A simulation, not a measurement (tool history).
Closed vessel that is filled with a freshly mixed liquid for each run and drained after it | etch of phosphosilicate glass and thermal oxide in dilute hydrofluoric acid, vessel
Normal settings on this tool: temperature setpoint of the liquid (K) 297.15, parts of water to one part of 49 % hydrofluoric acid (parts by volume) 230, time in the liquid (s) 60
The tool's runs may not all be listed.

run     day  temperature setpoint of the liquid (K)  parts of water to one part of 49 % hydrofluoric acid (parts by volume)  time in the liquid (s)  wafers since the last listed run  hours since the thermometer was replaced  hours since the hydrofluoric acid flow meter was replaced  hours since the gauge calibration  read-back film thickness of the phosphosilicate glass reference wafer, read on the same gauge (nm)  read-back film thickness of the thermal oxide reference wafer, read on the same gauge (nm)  thickness taken off the phosphosilicate glass on a monitor wafer (nm)  thickness taken off the thermal oxide on a monitor wafer (nm)
  1       0                                  297.15                                                                     230                      60                                 0                                    2284.6                                                       25.8                              511.9                                                                                               59.98                                                                                      50.003                                                                  20.66                                                          1.094
  2   2.617                                  300.15                                                                     230                      60                              5580                                    2347.4                                                       88.6                              574.7                                                                                                  60                                                                                       50.01                                                                  23.03                                                          1.165
  3   7.096                                  297.15                                                                     230                      60                              9553                                    2454.9                                                      196.1                              682.2                                                                                               59.98                                                                                      49.958                                                                  20.49                                                          1.049
  4  10.608                                  297.15                                                                     230                      60                              7491                                    2539.2                                                      280.4                              766.5                                                                                               60.04                                                                                      50.053                                                                  20.47                                                          1.045
  5  12.142                                  297.15                                                                     230                      60                              3270                                      2576                                                      317.2                              803.3                                                                                                  60                                                                                          50                                                                  20.37                                                           1.06
  6  14.358                                  297.15                                                                     230                      60                              4727                                    2629.2                                                      370.4                              856.5                                                                                               60.05                                                                                      49.999                                                                   20.4                                                          1.044
  7  17.354                                  297.15                                                                     230                      60                              6389                                    2701.1                                                      442.3                              928.4                                                                                               60.02                                                                                      49.996                                                                  20.49                                                          1.018
  8  19.296                                  297.15                                                                     230                      60                              4141                                    2747.7                                                      488.9                                975                                                                                                  60                                                                                      49.997                                                                  20.37                                                          1.074
  9  23.029                                  297.15                                                                     230                      60                              7962                                    2837.3                                                      578.5                             1064.6                                                                                               59.98                                                                                      50.031                                                                  20.24                                                          1.005
 10  27.429                                  298.15                                                                     230                      60                              9384                                    2942.9                                                      684.1                             1170.2                                                                                               60.03                                                                                      50.023                                                                  20.89                                                          1.055
     30.662  -- thermometer replaced
 11  31.921                                  298.15                                                                     230                      60                              9491                                      30.2                                                      791.9                               1278                                                                                               60.01                                                                                      49.981                                                                  20.76                                                          1.055
     32.346  -- hydrofluoric acid flow meter replaced
 12  34.871                                  297.15                                                                     230                      60                              6202                                       101                                                       60.6                             1348.8                                                                                               60.03                                                                                      50.007                                                                  19.45                                                          1.009
 13  39.321                                  292.15                                                                     310                      95                              9491                                     207.8                                                      167.4                             1455.6                                                                                                  60                                                                                      49.985                                                                  17.41                                                          0.879
 14  41.092                                  297.15                                                                     230                      60                              3776                                     250.3                                                      209.9                             1498.1                                                                                               59.97                                                                                      49.975                                                                  19.23                                                          1.021
 15  45.162                                  297.15                                                                     345                      45                              8682                                       348                                                      307.6                             1595.8                                                                                                  60                                                                                      50.015                                                                    8.5                                                          0.442
 16  48.246                                  297.15                                                                     175                      60                              6576                                       422                                                      381.6                             1669.8                                                                                               60.04                                                                                      49.991                                                                  26.89                                                          1.373
     48.392  -- gauge calibrated
     50.917  -- hydrofluoric acid flow meter replaced, repeated, since the last time left the tool worse
 17  51.333                                  297.15                                                                     150                      45                              6496                                     496.1                                                         10                               70.6                                                                                               60.01                                                                                      50.001                                                                  26.06                                                          1.342
 18  53.225                                  294.65                                                                     120                      60                              4034                                     541.5                                                       55.4                                116                                                                                               60.04                                                                                      50.013                                                                  40.52                                                          2.089
 19   56.65                                  297.15                                                                     230                      60                              7304                                     623.7                                                      137.6                              198.2                                                                                                  60                                                                                      49.975                                                                  20.71                                                          1.074
 20  59.992                                  292.65                                                                     325                      60                              7127                                     703.9                                                      217.8                              278.4                                                                                               59.98                                                                                      49.989                                                                  11.33                                                          0.576
 21  63.417                                  298.65                                                                     330                      30                              7304                                     786.1                                                        300                              360.6                                                                                               60.03                                                                                      49.956                                                                   6.81                                                          0.352
 22  70.962                                  295.65                                                                     320                      75                             16094                                     967.2                                                      481.1                              541.7                                                                                               60.03                                                                                      49.982                                                                   15.8                                                          0.841
 23  74.892                                  292.15                                                                     155                      60                              8380                                    1061.5                                                      575.4                                636                                                                                               60.03                                                                                      50.007                                                                  26.85                                                          1.413

Forecast each of these 5 alternatives for the next run:
  A  74.921                                  297.15                                                                     230                      60                                62                                    1062.2                                                      576.1                              636.7                                                                                                   ?                                                                                           ?                                                                      ?                                                              ?
  B  74.921                                  297.15                                                                     230                      45                                62                                    1062.2                                                      576.1                              636.7                                                                                                   ?                                                                                           ?                                                                      ?                                                              ?
  C  74.921                                  292.65                                                                     340                      60                                62                                    1062.2                                                      576.1                              636.7                                                                                                   ?                                                                                           ?                                                                      ?                                                              ?
  D  74.921                                  297.15                                                                     300                      30                                62                                    1062.2                                                      576.1                              636.7                                                                                                   ?                                                                                           ?                                                                      ?                                                              ?
  E  74.921                                  297.15                                                                     150                      60                                62                                    1062.2                                                      576.1                              636.7                                                                                                   ?                                                                                           ?                                                                      ?                                                              ?

run  read-back film thickness of the phosphosilicate glass reference wafer, read on the same gauge (nm)  read-back film thickness of the thermal oxide reference wafer, read on the same gauge (nm)  thickness taken off the phosphosilicate glass on a monitor wafer (nm)  thickness taken off the thermal oxide on a monitor wafer (nm)
  A                                                                                               60.03                                                                                      49.982                                                                  20.37                                                          1.052
  B                                                                                               60.03                                                                                      49.982                                                                  15.28                                                          0.789
  C                                                                                               60.03                                                                                      49.982                                                                  10.55                                                          0.545
  D                                                                                               60.03                                                                                      49.982                                                                   7.27                                                          0.375
  E                                                                                               60.03                                                                                      49.982                                                                  34.12                                                          1.762
Without the tool's unlogged condition, the same runs would have read:
run  thickness taken off the phosphosilicate glass on a monitor wafer (nm)  thickness taken off the thermal oxide on a monitor wafer (nm)
  A                                                                  20.83                                                          1.076
  B                                                                  15.63                                                          0.807
  C                                                                   10.8                                                          0.558
  D                                                                   7.44                                                          0.384
  E                                                                  34.85                                                          1.799

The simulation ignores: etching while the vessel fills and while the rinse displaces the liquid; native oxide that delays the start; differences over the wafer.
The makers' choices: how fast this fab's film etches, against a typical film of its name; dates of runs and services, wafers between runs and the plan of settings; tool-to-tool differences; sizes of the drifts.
